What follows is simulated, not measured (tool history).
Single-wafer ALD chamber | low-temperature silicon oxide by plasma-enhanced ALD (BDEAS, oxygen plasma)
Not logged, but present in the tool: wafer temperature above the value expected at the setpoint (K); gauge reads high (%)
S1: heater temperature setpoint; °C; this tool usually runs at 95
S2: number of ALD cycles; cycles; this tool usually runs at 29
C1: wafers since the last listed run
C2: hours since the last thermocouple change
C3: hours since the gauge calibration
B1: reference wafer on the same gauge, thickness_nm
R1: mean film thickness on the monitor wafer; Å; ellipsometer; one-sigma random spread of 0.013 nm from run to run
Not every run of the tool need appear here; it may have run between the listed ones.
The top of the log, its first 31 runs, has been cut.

| run | hour | S1 | S2 | C1 | C2 | C3 | B1 | R1 |
|---|---|---|---|---|---|---|---|---|
| 32 | 746.9 | 104 | 35 | 113 | 1985.9 | 68.7 | 5 | 55.02 |
| 33 | 772.6 | 104 | 25 | 214 | 2011.6 | 94.4 | 4.996 | 39.23 |
| 34 | 808.5 | 95 | 29 | 299 | 2047.5 | 130.3 | 5.002 | 46.95 |
| 35 | 841.1 | 108 | 24 | 271 | 2080.1 | 162.9 | 4.998 | 37.38 |
| 36 | 860 | 86 | 31 | 157 | 2099 | 181.8 | 5.002 | 52.47 |
|  | 876.7 | thermocouple changed; heater temperature recalibrated |
| 37 | 896 | 90 | 31 | 233 | 19.3 | 217.8 | 4.997 | 50.25 |
| 38 | 917.1 | 95 | 29 | 175 | 40.4 | 238.9 | 5.006 | 46.3 |
| 39 | 938.7 | 82 | 23 | 180 | 62 | 260.5 | 5 | 38.62 |
| 40 | 954.8 | 95 | 26 | 134 | 78.1 | 276.6 | 4.999 | 41.4 |
| 41 | 1038.7 | 99 | 29 | 699 | 162 | 360.5 | 4.999 | 45.24 |
| 42 | 1062.5 | 95 | 34 | 198 | 185.8 | 384.3 | 5.002 | 54.15 |
| 43 | 1076.6 | 81 | 33 | 117 | 199.9 | 398.4 | 4.997 | 55.53 |
| 44 | 1111.6 | 95 | 29 | 291 | 234.9 | 433.4 | 4.997 | 46.18 |
| 45 | 1141.7 | 95 | 24 | 250 | 265 | 463.5 | 5.002 | 38.42 |
| 46 | 1163.9 | 100 | 29 | 185 | 287.2 | 485.7 | 5.002 | 45.37 |
| 47 | 1199.1 | 101 | 29 | 293 | 322.4 | 520.9 | 5.003 | 45.18 |
| 48 | 1226.4 | 99 | 32 | 227 | 349.7 | 548.2 | 4.997 | 50.25 |

Forecast each of these 3 alternatives for the next run:
| A | 1226.8 | 107 | 29 | 3 | 350.1 | 548.6 | ? | ? |
| B | 1226.8 | 102 | 23 | 3 | 350.1 | 548.6 | ? | ? |
| C | 1226.8 | 109 | 24 | 3 | 350.1 | 548.6 | ? | ? |

| run | B1 | R1 |
|---|---|---|
| A | 5.002 | 44.46 |
| B | 5.002 | 35.63 |
| C | 5.002 | 36.64 |
Without the tool's hidden state the same runs would have given:
| run | R1 |
|---|---|
| A | 44.43 |
| B | 35.61 |
| C | 36.62 |
